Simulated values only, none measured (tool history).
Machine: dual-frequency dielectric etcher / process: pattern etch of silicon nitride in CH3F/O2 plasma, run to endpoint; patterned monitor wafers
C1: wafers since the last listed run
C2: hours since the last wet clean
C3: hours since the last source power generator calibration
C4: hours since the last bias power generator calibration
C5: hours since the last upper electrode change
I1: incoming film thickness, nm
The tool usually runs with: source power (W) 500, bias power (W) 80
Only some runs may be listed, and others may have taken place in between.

{"run": 1, "hour": 0.0, "source power (W)": 500, "bias power (W)": 80, "C1": 0, "C2": 306.2, "C3": 1887.5, "C4": 1862.9, "C5": 1555.6, "I1": 110.7, "endpoint time (s)": 93.2}
{"run": 2, "hour": 56.9, "source power (W)": 500, "bias power (W)": 80, "C1": 422, "C2": 363.1, "C3": 1944.4, "C4": 1919.8, "C5": 1612.5, "I1": 110.4, "endpoint time (s)": 93.7}
{"run": 3, "hour": 107.7, "source power (W)": 550, "bias power (W)": 80, "C1": 376, "C2": 413.9, "C3": 1995.2, "C4": 1970.6, "C5": 1663.3, "I1": 111.5, "endpoint time (s)": 91.7}
{"hour": 172.8, "done": "wet clean of the chamber"}
{"run": 4, "hour": 176.1, "source power (W)": 550, "bias power (W)": 80, "C1": 329, "C2": 3.3, "C3": 2063.6, "C4": 2039, "C5": 1731.7, "I1": 110.7, "endpoint time (s)": 93}
{"run": 5, "hour": 208.7, "source power (W)": 550, "bias power (W)": 80, "C1": 241, "C2": 35.9, "C3": 2096.2, "C4": 2071.6, "C5": 1764.3, "I1": 111.7, "endpoint time (s)": 95.2}
{"run": 6, "hour": 273.5, "source power (W)": 420, "bias power (W)": 80, "C1": 480, "C2": 100.7, "C3": 2161, "C4": 2136.4, "C5": 1829.1, "I1": 110.6, "endpoint time (s)": 102}
{"run": 7, "hour": 325.5, "source power (W)": 500, "bias power (W)": 80, "C1": 385, "C2": 152.7, "C3": 2213, "C4": 2188.4, "C5": 1881.1, "I1": 109.8, "endpoint time (s)": 95}
{"run": 8, "hour": 396.6, "source power (W)": 500, "bias power (W)": 80, "C1": 527, "C2": 223.8, "C3": 2284.1, "C4": 2259.5, "C5": 1952.2, "I1": 110.7, "endpoint time (s)": 94.6}
{"run": 9, "hour": 428.5, "source power (W)": 500, "bias power (W)": 68, "C1": 236, "C2": 255.7, "C3": 2316, "C4": 2291.4, "C5": 1984.1, "I1": 110.1, "endpoint time (s)": 97.9}
{"run": 10, "hour": 528.8, "source power (W)": 530, "bias power (W)": 89, "C1": 744, "C2": 356, "C3": 2416.3, "C4": 2391.7, "C5": 2084.4, "I1": 111.8, "endpoint time (s)": 89.9}
{"run": 11, "hour": 554.1, "source power (W)": 500, "bias power (W)": 80, "C1": 187, "C2": 381.3, "C3": 2441.6, "C4": 2417, "C5": 2109.7, "I1": 110.2, "endpoint time (s)": 92.9}
{"hour": 604.8, "done": "source power generator calibrated"}
{"hour": 629.5, "done": "wet clean of the chamber"}
{"run": 12, "hour": 630.0, "source power (W)": 560, "bias power (W)": 86, "C1": 355, "C2": 0.5, "C3": 25.2, "C4": 2492.9, "C5": 2185.6, "I1": 111.8, "endpoint time (s)": 92.5}
{"hour": 745.0, "done": "upper electrode replaced"}
{"run": 13, "hour": 764.2, "source power (W)": 560, "bias power (W)": 86, "C1": 817, "C2": 134.7, "C3": 159.4, "C4": 2627.1, "C5": 19.2, "I1": 110.4, "endpoint time (s)": 90.4}
{"run": 14, "hour": 814.2, "source power (W)": 440, "bias power (W)": 80, "C1": 370, "C2": 184.7, "C3": 209.4, "C4": 2677.1, "C5": 69.2, "I1": 110.4, "endpoint time (s)": 98.4}
{"run": 15, "hour": 847.9, "source power (W)": 410, "bias power (W)": 93, "C1": 250, "C2": 218.4, "C3": 243.1, "C4": 2710.8, "C5": 102.9, "I1": 110, "endpoint time (s)": 96.9}
{"run": 16, "hour": 873.3, "source power (W)": 410, "bias power (W)": 62, "C1": 188, "C2": 243.8, "C3": 268.5, "C4": 2736.2, "C5": 128.3, "I1": 111, "endpoint time (s)": 106.8}
{"run": 17, "hour": 927.8, "source power (W)": 560, "bias power (W)": 80, "C1": 404, "C2": 298.3, "C3": 323, "C4": 2790.7, "C5": 182.8, "I1": 110.8, "endpoint time (s)": 91.2}
{"run": 18, "hour": 977.0, "source power (W)": 500, "bias power (W)": 80, "C1": 364, "C2": 347.5, "C3": 372.2, "C4": 2839.9, "C5": 232, "I1": 111.3, "endpoint time (s)": 94.2}
{"run": 19, "hour": 1010.0, "source power (W)": 590, "bias power (W)": 95, "C1": 244, "C2": 380.5, "C3": 405.2, "C4": 2872.9, "C5": 265, "I1": 110.2, "endpoint time (s)": 83.4}
{"run": 20, "hour": 1070.4, "source power (W)": 500, "bias power (W)": 80, "C1": 448, "C2": 440.9, "C3": 465.6, "C4": 2933.3, "C5": 325.4, "I1": 110.5, "endpoint time (s)": 92}
{"hour": 1085.8, "done": "bias power generator calibrated"}
{"hour": 1122.5, "done": "wet clean of the chamber"}
{"run": 21, "hour": 1131.0, "source power (W)": 450, "bias power (W)": 61, "C1": 241, "C2": 8.5, "C3": 526.2, "C4": 45.2, "C5": 386, "I1": 110.8, "endpoint time (s)": 107.7}
{"run": 22, "hour": 1198.5, "source power (W)": 570, "bias power (W)": 95, "C1": 500, "C2": 76, "C3": 593.7, "C4": 112.7, "C5": 453.5, "I1": 110.8, "endpoint time (s)": 87.4}
{"run": 23, "hour": 1249.7, "source power (W)": 500, "bias power (W)": 66, "C1": 379, "C2": 127.2, "C3": 644.9, "C4": 163.9, "C5": 504.7, "I1": 110.6, "endpoint time (s)": 99.8}
{"run": 24, "hour": 1297.6, "source power (W)": 500, "bias power (W)": 80, "C1": 355, "C2": 175.1, "C3": 692.8, "C4": 211.8, "C5": 552.6, "I1": 112, "endpoint time (s)": 96}
{"run": 25, "hour": 1344.5, "source power (W)": 420, "bias power (W)": 74, "C1": 347, "C2": 222, "C3": 739.7, "C4": 258.7, "C5": 599.5, "I1": 110.5, "endpoint time (s)": 102.6}
{"run": 26, "hour": 1405.7, "source power (W)": 420, "bias power (W)": 73, "C1": 454, "C2": 283.2, "C3": 800.9, "C4": 319.9, "C5": 660.7, "I1": 110.7, "endpoint time (s)": 102}
{"run": 27, "hour": 1471.1, "source power (W)": 500, "bias power (W)": 80, "C1": 485, "C2": 348.6, "C3": 866.3, "C4": 385.3, "C5": 726.1, "I1": 110.6, "endpoint time (s)": 94}

Consider 4 possible next runs. They are alternatives, not a sequence: every one starts from the tool as it was left by run 27. What does each give?
{"run": "A", "hour": 1471.6, "source power (W)": 600, "bias power (W)": 80, "C1": 3, "C2": 349.1, "C3": 866.8, "C4": 385.8, "C5": 726.6, "I1": 110.9, "endpoint time (s)": "?"}
{"run": "B", "hour": 1471.6, "source power (W)": 400, "bias power (W)": 94, "C1": 3, "C2": 349.1, "C3": 866.8, "C4": 385.8, "C5": 726.6, "I1": 110.9, "endpoint time (s)": "?"}
{"run": "C", "hour": 1471.6, "source power (W)": 590, "bias power (W)": 63, "C1": 3, "C2": 349.1, "C3": 866.8, "C4": 385.8, "C5": 726.6, "I1": 110.9, "endpoint time (s)": "?"}
{"run": "D", "hour": 1471.6, "source power (W)": 440, "bias power (W)": 71, "C1": 3, "C2": 349.1, "C3": 866.8, "C4": 385.8, "C5": 726.6, "I1": 110.9, "endpoint time (s)": "?"}

run=A endpoint_time_(s)=88.4
run=B endpoint_time_(s)=95.4
run=C endpoint_time_(s)=94.9
run=D endpoint_time_(s)=100.7
Without the tool's unlogged condition, the same runs would have read:
run=A endpoint_time_(s)=91.9
run=B endpoint_time_(s)=99.1
run=C endpoint_time_(s)=98.6
run=D endpoint_time_(s)=104.7
